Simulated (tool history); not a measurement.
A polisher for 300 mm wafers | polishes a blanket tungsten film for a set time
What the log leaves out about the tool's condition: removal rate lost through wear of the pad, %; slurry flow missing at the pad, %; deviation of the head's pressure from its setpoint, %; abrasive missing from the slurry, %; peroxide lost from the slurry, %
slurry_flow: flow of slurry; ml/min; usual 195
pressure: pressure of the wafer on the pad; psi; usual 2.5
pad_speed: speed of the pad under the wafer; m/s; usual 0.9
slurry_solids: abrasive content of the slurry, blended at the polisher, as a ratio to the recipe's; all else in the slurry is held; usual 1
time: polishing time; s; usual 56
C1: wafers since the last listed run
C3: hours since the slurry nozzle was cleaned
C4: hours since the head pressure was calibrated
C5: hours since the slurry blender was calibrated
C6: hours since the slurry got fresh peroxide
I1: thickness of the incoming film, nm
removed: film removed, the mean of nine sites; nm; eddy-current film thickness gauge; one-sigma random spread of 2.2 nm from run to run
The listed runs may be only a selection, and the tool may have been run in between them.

run 1 hour=0 | slurry_flow=195 pressure=2.5 pad_speed=0.9 slurry_solids=1 time=56 | C1=0 wafers_polished_on_this_pad=1463 C3=2.6 C4=460.5 C5=159 C6=95 | I1=1429.1 | removed=149.1
-- hour=47.6 worn pad replaced by a new one
-- hour=57.5 slurry blender recalibrated
-- hour=85.9 slurry tank refilled with fresh slurry and peroxide
run 2 hour=180.2 | slurry_flow=195 pressure=2.5 pad_speed=0.9 slurry_solids=1 time=56 | C1=1864 wafers_polished_on_this_pad=1395 C3=182.8 C4=640.7 C5=122.7 C6=94.3 | I1=1434.6 | removed=151.2
run 3 hour=206.2 | slurry_flow=195 pressure=2.5 pad_speed=0.9 slurry_solids=1 time=56 | C1=279 wafers_polished_on_this_pad=1675 C3=208.8 C4=666.7 C5=148.7 C6=120.3 | I1=1439.5 | removed=149.6
-- hour=219 worn pad replaced by a new one
-- hour=232.3 slurry blender recalibrated
run 4 hour=276.1 | slurry_flow=195 pressure=2.5 pad_speed=0.9 slurry_solids=1 time=60 | C1=687 wafers_polished_on_this_pad=593 C3=278.7 C4=736.6 C5=43.8 C6=190.2 | I1=1395.8 | removed=173.2
-- hour=289.3 slurry tank refilled with fresh slurry and peroxide
run 5 hour=317.3 | slurry_flow=195 pressure=2.5 pad_speed=0.9 slurry_solids=1 time=60 | C1=432 wafers_polished_on_this_pad=1026 C3=319.9 C4=777.8 C5=85 C6=28 | I1=1390.7 | removed=169.2
-- hour=336.3 slurry nozzle cleaned
-- hour=375.1 worn pad replaced by a new one
run 6 hour=388.7 | slurry_flow=195 pressure=2.5 pad_speed=0.9 slurry_solids=1 time=56 | C1=714 wafers_polished_on_this_pad=146 C3=52.4 C4=849.2 C5=156.4 C6=99.4 | I1=1415.6 | removed=144.9
-- hour=453.3 slurry blender recalibrated
run 7 hour=458.7 | slurry_flow=195 pressure=2.5 pad_speed=0.9 slurry_solids=1 time=56 | C1=732 wafers_polished_on_this_pad=879 C3=122.4 C4=919.2 C5=5.4 C6=169.4 | I1=1403.6 | removed=157.9
-- hour=494.3 slurry tank refilled with fresh slurry and peroxide
run 8 hour=504.8 | slurry_flow=195 pressure=2.5 pad_speed=0.9 slurry_solids=1 time=56 | C1=485 wafers_polished_on_this_pad=1364 C3=168.5 C4=965.3 C5=51.5 C6=10.5 | I1=1420.4 | removed=159.2
-- hour=536 worn pad replaced by a new one
run 9 hour=574.4 | slurry_flow=220 pressure=2.5 pad_speed=0.9 slurry_solids=0.7 time=56 | C1=706 wafers_polished_on_this_pad=413 C3=238.1 C4=1034.9 C5=121.1 C6=80.1 | I1=1442.2 | removed=134.2
run 10 hour=602.4 | slurry_flow=195 pressure=2.5 pad_speed=0.9 slurry_solids=0.9 time=67 | C1=301 wafers_polished_on_this_pad=714 C3=266.1 C4=1062.9 C5=149.1 C6=108.1 | I1=1418.3 | removed=163.2
-- hour=612.5 slurry nozzle cleaned
-- hour=618.5 head pressure recalibrated
-- hour=638.9 slurry blender recalibrated
run 11 hour=644.3 | slurry_flow=195 pressure=2.5 pad_speed=0.9 slurry_solids=1 time=56 | C1=397 wafers_polished_on_this_pad=1112 C3=31.8 C4=25.8 C5=5.4 C6=150 | I1=1414.4 | removed=169.3
-- hour=655.8 slurry tank refilled with fresh slurry and peroxide
run 12 hour=711.9 | slurry_flow=195 pressure=2.5 pad_speed=0.9 slurry_solids=1 time=56 | C1=717 wafers_polished_on_this_pad=1829 C3=99.4 C4=93.4 C5=73 C6=56.1 | I1=1397.2 | removed=165.6

Forecast run 13:
-- hour=724.9 worn pad replaced by a new one
run 13 hour=757.6 | slurry_flow=195 pressure=2.5 pad_speed=0.9 slurry_solids=1.25 time=43 | C1=448 wafers_polished_on_this_pad=352 C3=145.1 C4=139.1 C5=118.7 C6=101.8 | I1=1412 | removed=?

Run 13 measured removed 130.8 nm.
Take away the tool's hidden state, keep the run-to-run variation as it was, and the same run would have given removed 142.6 nm.

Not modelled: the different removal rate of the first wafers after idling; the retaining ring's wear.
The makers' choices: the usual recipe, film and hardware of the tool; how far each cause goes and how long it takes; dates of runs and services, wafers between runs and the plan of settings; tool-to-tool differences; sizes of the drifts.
